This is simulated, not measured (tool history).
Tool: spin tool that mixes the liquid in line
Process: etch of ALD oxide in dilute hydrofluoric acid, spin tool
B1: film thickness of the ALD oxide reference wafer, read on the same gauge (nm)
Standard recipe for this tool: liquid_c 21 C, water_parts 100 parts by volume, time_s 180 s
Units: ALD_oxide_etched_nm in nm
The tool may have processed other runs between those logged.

Run 1, hour 0: usual settings but water_parts 130 parts by volume; B1 29.98. Result: ALD_oxide_etched_nm 11.4 nm.
Run 2, hour 16.2: usual settings; B1 30. Result: ALD_oxide_etched_nm 15.45 nm.
Run 3, hour 33.8: usual settings; B1 29.97. Result: ALD_oxide_etched_nm 15.3 nm.
Run 4, hour 45.9: usual settings; B1 29.99. Result: ALD_oxide_etched_nm 15.38 nm.
Run 5, hour 52.8: usual settings; B1 30. Result: ALD_oxide_etched_nm 15.32 nm.
Run 6, hour 69.7: usual settings; B1 30.01. Result: ALD_oxide_etched_nm 15.15 nm.
Run 7, hour 81.4: usual settings; B1 29.99. Result: ALD_oxide_etched_nm 15.13 nm.
Run 8, hour 94.6: usual settings; B1 30.01. Result: ALD_oxide_etched_nm 15.32 nm.
At hour 100: gauge calibrated.
Run 9, hour 105.5: usual settings; B1 29.99. Result: ALD_oxide_etched_nm 15.21 nm.

Run 10, settings as shown, results not yet in. Your forecast:
Run 10, hour 112.8: usual settings but liquid_c 22.5 C, water_parts 145 parts by volume, time_s 215 s; B1 ?. Result: ALD_oxide_etched_nm ?.

{"run 10": {"B1": 30.01, "ALD_oxide_etched_nm": 12.54}}
If the tool had no hidden condition, the same run with the same run-to-run variation would have returned ALD_oxide_etched_nm 14.45 nm.
